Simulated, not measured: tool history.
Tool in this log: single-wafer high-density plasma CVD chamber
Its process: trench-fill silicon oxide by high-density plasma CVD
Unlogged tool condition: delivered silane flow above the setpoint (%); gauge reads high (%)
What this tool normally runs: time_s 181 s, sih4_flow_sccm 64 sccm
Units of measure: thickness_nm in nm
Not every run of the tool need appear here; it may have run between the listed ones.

run,day,time_s,sih4_flow_sccm,wafers since the last listed run,hours since the silane flow controller was replaced,hours since the gauge calibration,"read-back reference wafer on the same gauge, thickness_nm",thickness_nm
1,0,181,64,0,3938.6,561.6,1160.444,1246.382
2,0.612,181,64,179,3953.3,576.3,1160.256,1253.037
3,1.217,181,64,177,3967.8,590.8,1160.227,1244.069
4,2.604,181,64,406,4001.1,624.1,1160.095,1252.122
5,3.333,181,64,213,4018.6,641.6,1160.118,1247.332
6,4.479,181,64,336,4046.1,669.1,1159.747,1250.72
7,5.171,181,64,202,4062.7,685.7,1159.851,1251.962
8,5.896,181,68,212,4080.1,703.1,1159.812,1331.876
9,7.375,181,68,433,4115.6,738.6,1160.438,1335.581
10,7.979,181,68,177,4130.1,753.1,1159.998,1338.736
11,9.438,181,64,427,4165.1,788.1,1160.608,1259.999
12,10.45,181,64,296,4189.4,812.4,1159.799,1259.332
13,11.575,181,64,329,4216.4,839.4,1160.413,1251.858
14,13.029,181,64,426,4251.3,874.3,1159.938,1260.294
15,13.871,181,64,246,4271.5,894.5,1160.198,1262.977
16,16.888,181,64,884,4343.9,966.9,1159.87,1262.687
17,17.4,181,64,150,4356.2,979.2,1159.47,1263.178
18,18.542,181,64,334,4383.6,1006.6,1160.325,1260.306
19,19.962,181,64,416,4417.7,1040.7,1159.523,1268.087
20,21.346,181,64,405,4450.9,1073.9,1159.889,1271.144
21,22.192,169,73,248,4471.2,1094.2,1159.919,1346.996
22,23.188,162,64,292,4495.1,1118.1,1160.168,1131.933
23,24.188,211,51,293,4519.1,1142.1,1159.459,1178.084
24,25.2,181,64,296,4543.4,1166.4,1160.018,1266.264
# day 26.262: silane flow controller replaced
25,26.612,206,56,316,8.4,1200.3,1160.105,1170.52
26,27.471,214,71,251,29,1220.9,1159.411,1541.05
# day 28.421: gauge calibrated
27,28.721,181,64,366,59,7.2,1159.898,1180.551
28,29.312,214,71,173,73.2,21.4,1159.966,1549.672
29,29.85,200,52,157,86.1,34.3,1160.479,1058.166
30,30.642,181,64,232,105.1,53.3,1160.714,1180.572
31,31.8,181,64,339,132.9,81.1,1160.264,1176.042
32,32.404,193,60,177,147.4,95.6,1159.587,1177.217
33,33.258,155,69,250,167.9,116.1,1159.677,1087.689
34,34.392,181,64,332,195.1,143.3,1160.43,1183.665
35,37.25,157,75,838,263.7,211.9,1159.726,1199.369
36,38.958,195,76,501,304.7,252.9,1159.58,1517.48
37,39.854,148,69,262,326.2,274.4,1160.232,1039.705
38,40.408,148,69,162,339.5,287.7,1160.069,1043.303

Run-by-run hidden state of the tool:
gauge reads high (%): 0 on each run
H1: delivered silane flow above the setpoint (%)
run,H1
1,5.43
2,5.47
3,5.51
4,5.59
5,5.64
6,5.71
7,5.75
8,5.8
9,5.89
10,5.93
11,6.02
12,6.09
13,6.16
14,6.25
15,6.31
16,6.51
17,6.54
18,6.62
19,6.72
20,6.81
21,6.87
22,6.94
23,7.01
24,7.08
25,-0.476
26,-0.476
27,-0.475
28,-0.475
29,-0.474
30,-0.473
31,-0.471
32,-0.469
33,-0.467
34,-0.464
35,-0.454
36,-0.446
37,-0.442
38,-0.439

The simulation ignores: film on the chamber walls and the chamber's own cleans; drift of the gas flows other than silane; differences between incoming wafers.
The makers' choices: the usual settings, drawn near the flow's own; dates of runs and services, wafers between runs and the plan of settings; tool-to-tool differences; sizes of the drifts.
